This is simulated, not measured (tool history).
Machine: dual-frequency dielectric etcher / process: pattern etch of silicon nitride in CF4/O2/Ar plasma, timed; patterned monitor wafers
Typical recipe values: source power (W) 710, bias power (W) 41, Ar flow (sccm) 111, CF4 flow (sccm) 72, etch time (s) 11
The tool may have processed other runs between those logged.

run,hour,source power (W),bias power (W),Ar flow (sccm),CF4 flow (sccm),etch time (s),"read-back reference wafer on the same gauge, depth_nm",mean etch depth across the wafer (angstrom)
1,0.0,710,41,111,72,11,21.11,238.0
2,15.7,710,41,127,72,11,21.10,232.3
3,40.0,710,41,127,72,11,21.10,230.0
# hour 79.3: wet clean of the chamber
4,79.8,710,41,111,72,11,21.10,246.0
5,91.2,710,41,111,72,11,21.09,246.6
# hour 110.4: Ar flow controller replaced
6,110.9,710,41,111,72,11,21.10,246.1
# hour 121.2: source power generator calibrated
7,121.7,710,41,111,72,11,21.09,245.0
8,132.5,710,41,111,72,11,21.10,244.8
9,145.5,710,41,111,72,11,21.10,244.4
10,152.2,710,41,111,72,11,21.12,244.5
# hour 174.5: CF4 flow controller replaced
# hour 184.9: gauge calibrated
# hour 194.2: upper electrode replaced
11,194.7,710,41,111,72,13,21.10,290.2
12,195.1,710,41,111,72,11,21.11,244.2
13,197.9,710,41,111,72,11,21.10,243.7

Predict the results of run 14:
14,204.4,790,41,122,72,11,?,?

{"run 14": {"read-back reference wafer on the same gauge, depth_nm": 21.11, "mean etch depth across the wafer (angstrom)": 267.4}}
Minus the tool's unlogged condition, the same run would have read mean etch depth across the wafer (angstrom) 271.0.

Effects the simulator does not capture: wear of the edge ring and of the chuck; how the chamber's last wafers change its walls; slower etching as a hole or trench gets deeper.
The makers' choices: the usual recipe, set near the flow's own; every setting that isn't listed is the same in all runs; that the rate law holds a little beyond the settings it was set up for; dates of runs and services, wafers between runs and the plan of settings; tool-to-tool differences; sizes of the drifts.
